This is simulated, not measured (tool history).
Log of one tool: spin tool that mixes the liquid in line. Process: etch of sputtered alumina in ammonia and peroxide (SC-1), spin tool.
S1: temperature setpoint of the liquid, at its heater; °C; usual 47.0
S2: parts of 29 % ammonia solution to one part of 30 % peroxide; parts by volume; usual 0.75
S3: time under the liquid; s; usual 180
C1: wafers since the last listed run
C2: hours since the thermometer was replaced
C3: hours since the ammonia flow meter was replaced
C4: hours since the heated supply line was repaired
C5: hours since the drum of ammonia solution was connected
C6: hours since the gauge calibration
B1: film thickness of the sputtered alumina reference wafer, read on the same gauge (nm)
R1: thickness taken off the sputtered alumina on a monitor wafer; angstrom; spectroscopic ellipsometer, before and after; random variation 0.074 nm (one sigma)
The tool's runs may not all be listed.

Run 1, hour 0.0: usual settings; C1 0; C2 1788.1; C3 1179.3; C4 2495.6; C5 505.7; C6 2577.6; B1 126.32. Result: R1 94.1 angstrom.
Run 2, hour 59.1: usual settings; C1 407; C2 1847.2; C3 1238.4; C4 2554.7; C5 564.8; C6 2636.7; B1 126.22. Result: R1 94.9 angstrom.
Run 3, hour 95.8: usual settings; C1 252; C2 1883.9; C3 1275.1; C4 2591.4; C5 601.5; C6 2673.4; B1 126.20. Result: R1 95.0 angstrom.
At hour 131.6: heated supply line repaired.
At hour 164.9: new drum of ammonia solution connected.
Run 4, hour 179.2: usual settings but S1 39.0 °C, S2 0.40 parts by volume, S3 110 s; C1 561; C2 1967.3; C3 1358.5; C4 47.6; C5 14.3; C6 2756.8; B1 126.04. Result: R1 34.4 angstrom.
Run 5, hour 355.6: usual settings but S1 56.0 °C, S2 1.00 parts by volume, S3 270 s; C1 1215; C2 2143.7; C3 1534.9; C4 224.0; C5 190.7; C6 2933.2; B1 125.85. Result: R1 238.7 angstrom.
Run 6, hour 411.7: usual settings but S1 51.0 °C, S2 1.05 parts by volume, S3 135 s; C1 386; C2 2199.8; C3 1591.0; C4 280.1; C5 246.8; C6 2989.3; B1 125.75. Result: R1 90.4 angstrom.
Run 7, hour 506.1: usual settings but S1 40.0 °C, S3 235 s; C1 650; C2 2294.2; C3 1685.4; C4 374.5; C5 341.2; C6 3083.7; B1 125.62. Result: R1 81.2 angstrom.
Run 8, hour 554.0: usual settings but S1 54.0 °C, S2 0.45 parts by volume, S3 230 s; C1 330; C2 2342.1; C3 1733.3; C4 422.4; C5 389.1; C6 3131.6; B1 125.55. Result: R1 167.5 angstrom.
Run 9, hour 629.7: usual settings but S1 51.5 °C; C1 521; C2 2417.8; C3 1809.0; C4 498.1; C5 464.8; C6 3207.3; B1 125.43. Result: R1 120.0 angstrom.
Run 10, hour 679.5: usual settings but S1 53.5 °C; C1 343; C2 2467.6; C3 1858.8; C4 547.9; C5 514.6; C6 3257.1; B1 125.34. Result: R1 134.4 angstrom.
Run 11, hour 741.2: usual settings but S2 0.60 parts by volume, S3 260 s; C1 425; C2 2529.3; C3 1920.5; C4 609.6; C5 576.3; C6 3318.8; B1 125.29. Result: R1 133.8 angstrom.
At hour 800.9: new drum of ammonia solution connected.
At hour 834.6: gauge calibrated.
Run 12, hour 845.1: usual settings but S1 55.0 °C, S2 1.00 parts by volume; C1 709; C2 2633.2; C3 2024.4; C4 713.5; C5 44.2; C6 10.5; B1 129.63. Result: R1 155.4 angstrom.
At hour 920.3: ammonia flow meter replaced.
Run 13, hour 938.2: usual settings but S1 39.5 °C, S2 0.40 parts by volume, S3 220 s; C1 634; C2 2726.3; C3 17.9; C4 806.6; C5 137.3; C6 103.6; B1 129.49. Result: R1 72.3 angstrom.
Run 14, hour 993.4: usual settings but S1 43.5 °C, S2 0.45 parts by volume, S3 85 s; C1 380; C2 2781.5; C3 73.1; C4 861.8; C5 192.5; C6 158.8; B1 129.44. Result: R1 36.3 angstrom.
At hour 1044.4: thermometer replaced.
Run 15, hour 1071.2: usual settings; C1 529; C2 26.8; C3 150.9; C4 939.6; C5 270.3; C6 236.6; B1 129.34. Result: R1 98.5 angstrom.
Run 16, hour 1134.4: usual settings but S3 100 s; C1 435; C2 90.0; C3 214.1; C4 1002.8; C5 333.5; C6 299.8; B1 129.23. Result: R1 54.0 angstrom.
Run 17, hour 1173.9: usual settings but S2 0.50 parts by volume, S3 100 s; C1 272; C2 129.5; C3 253.6; C4 1042.3; C5 373.0; C6 339.3; B1 129.19. Result: R1 51.5 angstrom.
Run 18, hour 1222.4: usual settings; C1 334; C2 178.0; C3 302.1; C4 1090.8; C5 421.5; C6 387.8; B1 129.08. Result: R1 97.8 angstrom.
Run 19, hour 1263.0: usual settings but S1 41.0 °C, S2 1.05 parts by volume, S3 110 s; C1 279; C2 218.6; C3 342.7; C4 1131.4; C5 462.1; C6 428.4; B1 129.02. Result: R1 43.4 angstrom.
Run 20, hour 1328.8: usual settings but S2 0.35 parts by volume; C1 453; C2 284.4; C3 408.5; C4 1197.2; C5 527.9; C6 494.2; B1 128.96. Result: R1 89.7 angstrom.
Run 21, hour 1425.7: usual settings; C1 667; C2 381.3; C3 505.4; C4 1294.1; C5 624.8; C6 591.1; B1 128.83. Result: R1 97.5 angstrom.
At hour 1501.9: new drum of ammonia solution connected.
Run 22, hour 1680.3: usual settings but S2 0.60 parts by volume; C1 1748; C2 635.9; C3 760.0; C4 1548.7; C5 178.4; C6 845.7; B1 128.41. Result: R1 95.7 angstrom.
Run 23, hour 1745.9: usual settings but S1 42.5 °C, S2 0.35 parts by volume, S3 250 s; C1 452; C2 701.5; C3 825.6; C4 1614.3; C5 244.0; C6 911.3; B1 128.37. Result: R1 95.1 angstrom.
Run 24, hour 1788.2: usual settings but S1 51.5 °C, S2 0.40 parts by volume; C1 291; C2 743.8; C3 867.9; C4 1656.6; C5 286.3; C6 953.6; B1 128.31. Result: R1 116.1 angstrom.

4 ways to go on from here, each from the tool as it stands after run 24. What would each give?
Run A, hour 1788.7: usual settings but S3 245 s; C1 3; C2 744.3; C3 868.4; C4 1657.1; C5 286.8; C6 954.1; B1 ?. Result: R1 ?.
Run B, hour 1788.7: usual settings but S2 0.95 parts by volume, S3 150 s; C1 3; C2 744.3; C3 868.4; C4 1657.1; C5 286.8; C6 954.1; B1 ?. Result: R1 ?.
Run C, hour 1788.7: usual settings but S1 55.0 °C; C1 3; C2 744.3; C3 868.4; C4 1657.1; C5 286.8; C6 954.1; B1 ?. Result: R1 ?.
Run D, hour 1788.7: usual settings but S1 38.0 °C, S2 1.05 parts by volume; C1 3; C2 744.3; C3 868.4; C4 1657.1; C5 286.8; C6 954.1; B1 ?. Result: R1 ?.

run      B1     R1
  A  128.29  131.6
  B  128.29   82.4
  C  128.29  149.7
  D  128.29   59.3
Without the tool's hidden state the same runs would have given:
run     R1
  A  133.4
  B   83.5
  C  151.7
  D   60.1
